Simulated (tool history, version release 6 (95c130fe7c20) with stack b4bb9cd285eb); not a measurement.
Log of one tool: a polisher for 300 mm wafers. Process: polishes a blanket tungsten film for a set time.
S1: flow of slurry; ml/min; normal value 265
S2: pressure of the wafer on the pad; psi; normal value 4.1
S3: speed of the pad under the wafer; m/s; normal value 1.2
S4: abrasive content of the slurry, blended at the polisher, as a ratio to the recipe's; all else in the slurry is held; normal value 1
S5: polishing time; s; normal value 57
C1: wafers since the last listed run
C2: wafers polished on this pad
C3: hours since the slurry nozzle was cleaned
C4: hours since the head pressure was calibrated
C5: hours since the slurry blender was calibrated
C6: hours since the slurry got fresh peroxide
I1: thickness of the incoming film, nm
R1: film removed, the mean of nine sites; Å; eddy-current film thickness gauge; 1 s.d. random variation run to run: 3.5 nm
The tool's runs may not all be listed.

{"run": 1, "hour": 0.0, "S1": 265, "S2": 4.1, "S3": 1.2, "S4": 1, "S5": 57, "C1": 0, "C2": 2136, "C3": 200.2, "C4": 992.2, "C5": 401, "C6": 323.3, "I1": 998.9, "R1": 3703}
{"run": 2, "hour": 95.9, "S1": 265, "S2": 4.5, "S3": 1.2, "S4": 1, "S5": 57, "C1": 635, "C2": 2772, "C3": 296.1, "C4": 1088.1, "C5": 496.9, "C6": 419.2, "I1": 1003.4, "R1": 3933}
{"run": 3, "hour": 164.0, "S1": 265, "S2": 4.1, "S3": 1.2, "S4": 1.15, "S5": 57, "C1": 451, "C2": 3224, "C3": 364.2, "C4": 1156.2, "C5": 565, "C6": 487.3, "I1": 1000.3, "R1": 3681}
{"run": 4, "hour": 210.8, "S1": 265, "S2": 4.1, "S3": 1.12, "S4": 1, "S5": 72, "C1": 310, "C2": 3534, "C3": 411, "C4": 1203, "C5": 611.8, "C6": 534.1, "I1": 1002.3, "R1": 4208}
{"hour": 257.8, "done": "slurry tank refilled with fresh slurry and peroxide"}
{"hour": 267.5, "done": "slurry blender recalibrated"}
{"run": 5, "hour": 278.2, "S1": 265, "S2": 4.1, "S3": 1.2, "S4": 1, "S5": 57, "C1": 426, "C2": 3961, "C3": 478.4, "C4": 1270.4, "C5": 10.7, "C6": 20.4, "I1": 1012.9, "R1": 3978}
{"hour": 328.5, "done": "head pressure recalibrated"}
{"run": 6, "hour": 351.7, "S1": 265, "S2": 4.1, "S3": 1.04, "S4": 1, "S5": 57, "C1": 474, "C2": 4435, "C3": 551.9, "C4": 23.2, "C5": 84.2, "C6": 93.9, "I1": 1009.9, "R1": 3408}
{"hour": 366.5, "done": "worn pad replaced by a new one"}
{"run": 7, "hour": 398.5, "S1": 265, "S2": 4.1, "S3": 0.86, "S4": 1, "S5": 57, "C1": 283, "C2": 212, "C3": 598.7, "C4": 70, "C5": 131, "C6": 140.7, "I1": 1012.3, "R1": 2828}
{"hour": 478.3, "done": "slurry nozzle cleaned"}
{"run": 8, "hour": 490.9, "S1": 180, "S2": 3, "S3": 1.2, "S4": 1, "S5": 57, "C1": 605, "C2": 818, "C3": 12.6, "C4": 162.4, "C5": 223.4, "C6": 233.1, "I1": 995.8, "R1": 2705}
{"run": 9, "hour": 535.1, "S1": 265, "S2": 4.1, "S3": 1.56, "S4": 1, "S5": 57, "C1": 293, "C2": 1111, "C3": 56.8, "C4": 206.6, "C5": 267.6, "C6": 277.3, "I1": 1004, "R1": 4773}
{"run": 10, "hour": 641.8, "S1": 265, "S2": 4.1, "S3": 1.2, "S4": 0.85, "S5": 57, "C1": 707, "C2": 1818, "C3": 163.5, "C4": 313.3, "C5": 374.3, "C6": 384, "I1": 1008.2, "R1": 3560}
{"hour": 864.4, "done": "slurry tank refilled with fresh slurry and peroxide"}
{"hour": 915.3, "done": "worn pad replaced by a new one"}
{"run": 11, "hour": 940.1, "S1": 265, "S2": 4.1, "S3": 1.2, "S4": 1, "S5": 57, "C1": 1944, "C2": 164, "C3": 461.8, "C4": 611.6, "C5": 672.6, "C6": 75.7, "I1": 994.8, "R1": 3976}
{"hour": 978.8, "done": "slurry blender recalibrated"}
{"hour": 1037.5, "done": "slurry nozzle cleaned"}
{"run": 12, "hour": 1038.2, "S1": 240, "S2": 3, "S3": 1.5, "S4": 1, "S5": 43, "C1": 630, "C2": 794, "C3": 0.7, "C4": 709.7, "C5": 59.4, "C6": 173.8, "I1": 1013.4, "R1": 2665}
{"run": 13, "hour": 1097.7, "S1": 265, "S2": 4.9, "S3": 1.46, "S4": 1, "S5": 57, "C1": 394, "C2": 1189, "C3": 60.2, "C4": 769.2, "C5": 118.9, "C6": 233.3, "I1": 1015.8, "R1": 5379}
{"run": 14, "hour": 1202.1, "S1": 190, "S2": 4.1, "S3": 1.2, "S4": 1, "S5": 57, "C1": 692, "C2": 1881, "C3": 164.6, "C4": 873.6, "C5": 223.3, "C6": 337.7, "I1": 1008.2, "R1": 3517}
{"run": 15, "hour": 1261.3, "S1": 265, "S2": 4.1, "S3": 1.2, "S4": 1, "S5": 52, "C1": 392, "C2": 2273, "C3": 223.8, "C4": 932.8, "C5": 282.5, "C6": 396.9, "I1": 1010.8, "R1": 3338}
{"run": 16, "hour": 1347.9, "S1": 265, "S2": 4.1, "S3": 1.2, "S4": 1, "S5": 57, "C1": 574, "C2": 2847, "C3": 310.4, "C4": 1019.4, "C5": 369.1, "C6": 483.5, "I1": 1009.1, "R1": 3689}
{"hour": 1409.9, "done": "slurry tank refilled with fresh slurry and peroxide"}
{"run": 17, "hour": 1410.4, "S1": 265, "S2": 4.5, "S3": 1.2, "S4": 1, "S5": 57, "C1": 407, "C2": 3255, "C3": 372.9, "C4": 1081.9, "C5": 431.6, "C6": 0.5, "I1": 1004.6, "R1": 4450}
{"hour": 1483.7, "done": "worn pad replaced by a new one"}
{"run": 18, "hour": 1516.3, "S1": 205, "S2": 4.1, "S3": 0.82, "S4": 1.15, "S5": 47, "C1": 675, "C2": 215, "C3": 478.8, "C4": 1187.8, "C5": 537.5, "C6": 106.4, "I1": 991.4, "R1": 2258}
{"hour": 1545.4, "done": "head pressure recalibrated"}
{"run": 19, "hour": 1565.2, "S1": 265, "S2": 2.8, "S3": 1.2, "S4": 0.8, "S5": 57, "C1": 310, "C2": 526, "C3": 527.7, "C4": 19.8, "C5": 586.4, "C6": 155.3, "I1": 1029.1, "R1": 2527}
{"run": 20, "hour": 1627.2, "S1": 265, "S2": 4.1, "S3": 0.94, "S4": 1, "S5": 57, "C1": 411, "C2": 937, "C3": 589.7, "C4": 81.8, "C5": 648.4, "C6": 217.3, "I1": 1009.7, "R1": 2989}
{"hour": 1632.7, "done": "slurry blender recalibrated"}
{"run": 21, "hour": 1684.6, "S1": 265, "S2": 4.1, "S3": 1.2, "S4": 1, "S5": 57, "C1": 367, "C2": 1305, "C3": 647.1, "C4": 139.2, "C5": 51.9, "C6": 274.7, "I1": 996.5, "R1": 3671}
{"hour": 1721.7, "done": "slurry nozzle cleaned"}
{"run": 22, "hour": 1746.5, "S1": 265, "S2": 4.1, "S3": 1.52, "S4": 0.85, "S5": 39, "C1": 403, "C2": 1708, "C3": 24.8, "C4": 201.1, "C5": 113.8, "C6": 336.6, "I1": 1018.7, "R1": 3070}
{"run": 23, "hour": 1849.1, "S1": 265, "S2": 4.1, "S3": 1.2, "S4": 1, "S5": 57, "C1": 680, "C2": 2389, "C3": 127.4, "C4": 303.7, "C5": 216.4, "C6": 439.2, "I1": 1021, "R1": 3541}
{"run": 24, "hour": 1900.2, "S1": 340, "S2": 4.1, "S3": 1.2, "S4": 0.9, "S5": 41, "C1": 338, "C2": 2727, "C3": 178.5, "C4": 354.8, "C5": 267.5, "C6": 490.3, "I1": 1022.9, "R1": 2569}
{"run": 25, "hour": 1971.1, "S1": 265, "S2": 4.1, "S3": 1.2, "S4": 1, "S5": 57, "C1": 470, "C2": 3197, "C3": 249.4, "C4": 425.7, "C5": 338.4, "C6": 561.2, "I1": 1001.9, "R1": 3627}
{"hour": 2049.3, "done": "slurry tank refilled with fresh slurry and peroxide"}
{"run": 26, "hour": 2066.8, "S1": 265, "S2": 4.1, "S3": 1.2, "S4": 0.7, "S5": 57, "C1": 627, "C2": 3825, "C3": 345.1, "C4": 521.4, "C5": 434.1, "C6": 17.5, "I1": 1014.5, "R1": 3718}

Below are 4 alternative next runs, each starting from the tool's condition after run 26. Predict each:
{"run": "A", "hour": 2067.2, "S1": 220, "S2": 4.1, "S3": 1.2, "S4": 1, "S5": 57, "C1": 2, "C2": 3828, "C3": 345.5, "C4": 521.8, "C5": 434.5, "C6": 17.9, "I1": 1010.7, "R1": "?"}
{"run": "B", "hour": 2067.2, "S1": 340, "S2": 4.1, "S3": 1.2, "S4": 1, "S5": 57, "C1": 2, "C2": 3828, "C3": 345.5, "C4": 521.8, "C5": 434.5, "C6": 17.9, "I1": 1010.7, "R1": "?"}
{"run": "C", "hour": 2067.2, "S1": 265, "S2": 4.9, "S3": 1.2, "S4": 1, "S5": 57, "C1": 2, "C2": 3828, "C3": 345.5, "C4": 521.8, "C5": 434.5, "C6": 17.9, "I1": 1010.7, "R1": "?"}
{"run": "D", "hour": 2067.2, "S1": 265, "S2": 3.2, "S3": 1.2, "S4": 1, "S5": 57, "C1": 2, "C2": 3828, "C3": 345.5, "C4": 521.8, "C5": 434.5, "C6": 17.9, "I1": 1010.7, "R1": "?"}

run=A R1=3889
run=B R1=4067
run=C R1=4686
run=D R1=3172
Without the tool's hidden state the same runs would have given:
run=A R1=3974
run=B R1=4156
run=C R1=4789
run=D R1=3242
